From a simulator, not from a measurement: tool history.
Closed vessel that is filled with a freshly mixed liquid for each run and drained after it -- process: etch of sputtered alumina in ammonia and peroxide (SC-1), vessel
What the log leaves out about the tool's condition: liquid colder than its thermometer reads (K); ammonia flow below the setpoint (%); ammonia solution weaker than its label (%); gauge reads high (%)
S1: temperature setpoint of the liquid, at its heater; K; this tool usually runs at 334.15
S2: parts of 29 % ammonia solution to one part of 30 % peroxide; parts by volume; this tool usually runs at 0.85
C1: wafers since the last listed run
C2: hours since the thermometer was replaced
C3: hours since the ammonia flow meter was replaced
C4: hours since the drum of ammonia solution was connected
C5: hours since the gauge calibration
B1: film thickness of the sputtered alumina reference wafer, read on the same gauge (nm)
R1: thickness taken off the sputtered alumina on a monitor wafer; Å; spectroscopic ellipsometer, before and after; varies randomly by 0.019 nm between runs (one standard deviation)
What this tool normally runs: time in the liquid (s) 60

Run 1, hour 0.0: usual settings but time in the liquid (s) 50; C1 0; C2 857.9; C3 156.8; C4 595.0; C5 1877.8; B1 49.99. Result: R1 58.7 Å.
At hour 40.3: new drum of ammonia solution connected.
Run 2, hour 45.7: usual settings; C1 5681; C2 903.6; C3 202.5; C4 5.4; C5 1923.5; B1 50.00. Result: R1 71.2 Å.
Run 3, hour 105.5: usual settings; C1 7600; C2 963.4; C3 262.3; C4 65.2; C5 1983.3; B1 50.00. Result: R1 71.0 Å.
Run 4, hour 193.6: usual settings; C1 11196; C2 1051.5; C3 350.4; C4 153.3; C5 2071.4; B1 50.02. Result: R1 70.8 Å.
Run 5, hour 237.9: usual settings; C1 5630; C2 1095.8; C3 394.7; C4 197.6; C5 2115.7; B1 49.99. Result: R1 70.8 Å.
Run 6, hour 292.4: usual settings but S2 1.00 parts by volume, time in the liquid (s) 35; C1 6926; C2 1150.3; C3 449.2; C4 252.1; C5 2170.2; B1 50.00. Result: R1 41.7 Å.
Run 7, hour 369.2: usual settings but S2 1.00 parts by volume, time in the liquid (s) 35; C1 9760; C2 1227.1; C3 526.0; C4 328.9; C5 2247.0; B1 50.03. Result: R1 41.5 Å.
At hour 424.8: ammonia flow meter replaced.
Run 8, hour 445.7: usual settings but S2 1.00 parts by volume, time in the liquid (s) 35; C1 9595; C2 1303.6; C3 20.9; C4 405.4; C5 2323.5; B1 49.99. Result: R1 41.8 Å.
Run 9, hour 529.4: usual settings but S2 0.55 parts by volume; C1 10637; C2 1387.3; C3 104.6; C4 489.1; C5 2407.2; B1 49.99. Result: R1 67.3 Å.
At hour 607.6: new drum of ammonia solution connected.
Run 10, hour 630.3: usual settings but time in the liquid (s) 35; C1 12696; C2 1488.2; C3 205.5; C4 22.7; C5 2508.1; B1 50.01. Result: R1 41.6 Å.
At hour 655.0: gauge calibrated.
Run 11, hour 788.9: usual settings; C1 20156; C2 1646.8; C3 364.1; C4 181.3; C5 133.9; B1 49.99. Result: R1 71.3 Å.
Run 12, hour 891.1: usual settings but S1 328.15 K, S2 1.00 parts by volume, time in the liquid (s) 35; C1 12988; C2 1749.0; C3 466.3; C4 283.5; C5 236.1; B1 50.00. Result: R1 30.6 Å.
Run 13, hour 970.7: usual settings but S1 326.15 K, time in the liquid (s) 85; C1 10116; C2 1828.6; C3 545.9; C4 363.1; C5 315.7; B1 50.01. Result: R1 65.3 Å.
Run 14, hour 1073.3: usual settings but S1 331.15 K, time in the liquid (s) 75; C1 13039; C2 1931.2; C3 648.5; C4 465.7; C5 418.3; B1 50.02. Result: R1 75.0 Å.
At hour 1117.1: ammonia flow meter replaced.
Run 15, hour 1133.6: usual settings; C1 7536; C2 1991.5; C3 16.5; C4 526.0; C5 478.6; B1 49.98. Result: R1 70.9 Å.
At hour 1173.2: new drum of ammonia solution connected.
Run 16, hour 1207.6: usual settings but S2 0.70 parts by volume, time in the liquid (s) 35; C1 9277; C2 2065.5; C3 90.5; C4 34.4; C5 552.6; B1 49.99. Result: R1 40.8 Å.
Run 17, hour 1290.0: usual settings; C1 10472; C2 2147.9; C3 172.9; C4 116.8; C5 635.0; B1 50.01. Result: R1 71.2 Å.
Run 18, hour 1344.1: usual settings but S1 338.65 K, S2 0.45 parts by volume, time in the liquid (s) 80; C1 6875; C2 2202.0; C3 227.0; C4 170.9; C5 689.1; B1 50.00. Result: R1 111.9 Å.
Run 19, hour 1425.5: usual settings but S1 325.15 K, S2 1.00 parts by volume, time in the liquid (s) 30; C1 10345; C2 2283.4; C3 308.4; C4 252.3; C5 770.5; B1 49.99. Result: R1 22.4 Å.
At hour 1452.7: thermometer replaced.
Run 20, hour 1507.3: usual settings but S1 330.15 K; C1 10269; C2 54.6; C3 390.2; C4 334.1; C5 852.3; B1 49.99. Result: R1 57.6 Å.
Run 21, hour 1565.0: usual settings but S1 330.65 K, S2 1.00 parts by volume; C1 7333; C2 112.3; C3 447.9; C4 391.8; C5 910.0; B1 50.01. Result: R1 59.8 Å.
Run 22, hour 1624.7: usual settings but S1 330.65 K, S2 0.55 parts by volume, time in the liquid (s) 40; C1 7587; C2 172.0; C3 507.6; C4 451.5; C5 969.7; B1 50.01. Result: R1 37.5 Å.
Run 23, hour 1700.0: usual settings but S1 337.65 K, S2 0.50 parts by volume, time in the liquid (s) 70; C1 9570; C2 247.3; C3 582.9; C4 526.8; C5 1045.0; B1 50.02. Result: R1 92.8 Å.
At hour 1766.2: new drum of ammonia solution connected.
Run 24, hour 1788.6: usual settings; C1 11133; C2 335.9; C3 671.5; C4 22.4; C5 1133.6; B1 50.01. Result: R1 70.5 Å.
At hour 1845.7: ammonia flow meter replaced.
Run 25, hour 1855.1: usual settings; C1 8324; C2 402.4; C3 9.4; C4 88.9; C5 1200.1; B1 49.99. Result: R1 71.5 Å.
Run 26, hour 1943.2: usual settings but time in the liquid (s) 85; C1 11196; C2 490.5; C3 97.5; C4 177.0; C5 1288.2; B1 49.99. Result: R1 100.8 Å.
Run 27, hour 1995.4: usual settings but S1 328.15 K, S2 1.05 parts by volume, time in the liquid (s) 30; C1 6634; C2 542.7; C3 149.7; C4 229.2; C5 1340.4; B1 49.99. Result: R1 26.5 Å.
Run 28, hour 2071.2: usual settings but S2 1.05 parts by volume, time in the liquid (s) 40; C1 9633; C2 618.5; C3 225.5; C4 305.0; C5 1416.2; B1 49.99. Result: R1 48.4 Å.

Below are 4 alternative next runs, each starting from the tool's condition after run 28. Predict each:
Run A, hour 2071.9: usual settings; C1 88; C2 619.2; C3 226.2; C4 305.7; C5 1416.9; B1 ?. Result: R1 ?.
Run B, hour 2071.9: usual settings but S2 0.65 parts by volume; C1 88; C2 619.2; C3 226.2; C4 305.7; C5 1416.9; B1 ?. Result: R1 ?.
Run C, hour 2071.9: usual settings but S1 342.15 K, S2 0.45 parts by volume, time in the liquid (s) 50; C1 88; C2 619.2; C3 226.2; C4 305.7; C5 1416.9; B1 ?. Result: R1 ?.
Run D, hour 2071.9: usual settings but S1 329.65 K, S2 0.55 parts by volume, time in the liquid (s) 90; C1 88; C2 619.2; C3 226.2; C4 305.7; C5 1416.9; B1 ?. Result: R1 ?.

run     B1    R1
  A  49.99  70.7
  B  49.99  68.9
  C  49.99  82.5
  D  49.99  80.6
Without the tool's hidden state the same runs would have given:
run    R1
  A  71.4
  B  69.6
  C  83.4
  D  81.5
